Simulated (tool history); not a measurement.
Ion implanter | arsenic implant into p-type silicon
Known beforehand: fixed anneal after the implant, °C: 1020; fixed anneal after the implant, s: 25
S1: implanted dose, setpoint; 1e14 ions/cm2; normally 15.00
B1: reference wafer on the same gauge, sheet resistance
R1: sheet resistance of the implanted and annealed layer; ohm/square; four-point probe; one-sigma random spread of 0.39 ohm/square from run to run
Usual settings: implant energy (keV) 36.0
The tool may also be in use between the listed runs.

Run 1, day 0.000: usual settings; B1 100.52. Result: R1 94.91 ohm/square.
Run 2, day 1.292: usual settings; B1 100.57. Result: R1 94.61 ohm/square.
Run 3, day 1.958: usual settings; B1 100.36. Result: R1 94.50 ohm/square.
Run 4, day 2.529: usual settings but S1 13.09 1e14 ions/cm2; B1 100.37. Result: R1 101.35 ohm/square.
Run 5, day 3.921: usual settings but S1 13.09 1e14 ions/cm2; B1 100.46. Result: R1 102.22 ohm/square.
Run 6, day 4.729: usual settings but S1 13.09 1e14 ions/cm2; B1 100.47. Result: R1 101.77 ohm/square.
Run 7, day 5.612: usual settings but S1 17.91 1e14 ions/cm2, implant energy (keV) 42.0; B1 100.56. Result: R1 83.18 ohm/square.
Run 8, day 6.504: usual settings but S1 17.91 1e14 ions/cm2, implant energy (keV) 42.0; B1 100.53. Result: R1 83.22 ohm/square.
Run 9, day 7.979: usual settings but S1 17.91 1e14 ions/cm2, implant energy (keV) 42.0; B1 100.53. Result: R1 83.16 ohm/square.
Run 10, day 8.650: usual settings but implant energy (keV) 40.0; B1 100.50. Result: R1 92.79 ohm/square.
Run 11, day 10.125: usual settings but implant energy (keV) 40.0; B1 100.49. Result: R1 92.19 ohm/square.
Run 12, day 10.717: usual settings; B1 100.42. Result: R1 95.47 ohm/square.
Run 13, day 11.588: usual settings; B1 100.55. Result: R1 94.51 ohm/square.
Run 14, day 12.721: usual settings; B1 100.48. Result: R1 94.95 ohm/square.
At day 13.538: gauge calibrated.
At day 14.342: extraction supply calibrated.
Run 15, day 14.758: usual settings; B1 100.43. Result: R1 94.94 ohm/square.
Run 16, day 16.242: usual settings but S1 17.04 1e14 ions/cm2, implant energy (keV) 25.5; B1 100.54. Result: R1 97.53 ohm/square.
Run 17, day 17.667: usual settings but S1 17.17 1e14 ions/cm2; B1 100.49. Result: R1 89.19 ohm/square.
Run 18, day 18.167: usual settings; B1 100.62. Result: R1 94.85 ohm/square.
Run 19, day 19.112: usual settings but S1 11.63 1e14 ions/cm2, implant energy (keV) 43.5; B1 100.53. Result: R1 106.57 ohm/square.
Run 20, day 20.542: usual settings but S1 11.63 1e14 ions/cm2, implant energy (keV) 41.5; B1 100.51. Result: R1 106.05 ohm/square.
At day 21.129: Faraday cup replaced and dose calibrated.
Run 21, day 21.521: usual settings; B1 100.54. Result: R1 92.87 ohm/square.
Run 22, day 22.462: usual settings; B1 100.52. Result: R1 93.53 ohm/square.
Run 23, day 23.400: usual settings; B1 100.60. Result: R1 92.71 ohm/square.
Run 24, day 24.088: usual settings but S1 18.45 1e14 ions/cm2, implant energy (keV) 25.0; B1 100.60. Result: R1 93.89 ohm/square.
Run 25, day 25.879: usual settings but implant energy (keV) 27.5; B1 100.46. Result: R1 99.50 ohm/square.
Run 26, day 27.246: usual settings but S1 19.19 1e14 ions/cm2, implant energy (keV) 24.0; B1 100.51. Result: R1 94.20 ohm/square.
Run 27, day 27.762: usual settings but S1 11.43 1e14 ions/cm2, implant energy (keV) 45.0; B1 100.52. Result: R1 104.33 ohm/square.
Run 28, day 29.212: usual settings but S1 17.30 1e14 ions/cm2, implant energy (keV) 29.0; B1 100.57. Result: R1 92.30 ohm/square.
Run 29, day 32.567: usual settings but implant energy (keV) 25.5; B1 100.55. Result: R1 102.00 ohm/square.
Run 30, day 33.454: usual settings but S1 18.16 1e14 ions/cm2, implant energy (keV) 31.0; B1 100.46. Result: R1 89.46 ohm/square.
Run 31, day 34.554: usual settings but S1 11.57 1e14 ions/cm2, implant energy (keV) 24.0; B1 100.58. Result: R1 117.35 ohm/square.
Run 32, day 35.675: usual settings but S1 18.13 1e14 ions/cm2; B1 100.46. Result: R1 86.08 ohm/square.
Run 33, day 36.321: usual settings but S1 19.32 1e14 ions/cm2, implant energy (keV) 48.0; B1 100.52. Result: R1 76.42 ohm/square.
Run 34, day 36.983: usual settings but S1 19.40 1e14 ions/cm2, implant energy (keV) 32.5; B1 100.42. Result: R1 86.99 ohm/square.
Run 35, day 37.746: usual settings but S1 12.24 1e14 ions/cm2, implant energy (keV) 29.5; B1 100.55. Result: R1 108.65 ohm/square.
At day 38.729: gauge calibrated.
Run 36, day 39.233: usual settings but S1 13.58 1e14 ions/cm2; B1 100.59. Result: R1 98.68 ohm/square.

Below are 5 alternative next runs, each starting from the tool's condition after run 36. Predict each:
Run A, day 39.250: usual settings; B1 ?. Result: R1 ?.
Run B, day 39.250: usual settings but S1 11.23 1e14 ions/cm2, implant energy (keV) 30.5; B1 ?. Result: R1 ?.
Run C, day 39.250: usual settings but S1 10.52 1e14 ions/cm2; B1 ?. Result: R1 ?.
Run D, day 39.250: usual settings but S1 13.41 1e14 ions/cm2, implant energy (keV) 48.5; B1 ?. Result: R1 ?.
Run E, day 39.250: usual settings but implant energy (keV) 40.5; B1 ?. Result: R1 ?.

run      B1      R1
  A  100.48   94.03
  B  100.48  114.43
  C  100.48  115.66
  D  100.48   93.54
  E  100.48   91.34
With no hidden state in the tool, these same runs would have given:
run      R1
  A   92.54
  B  112.27
  C  113.30
  D   91.72
  E   89.82
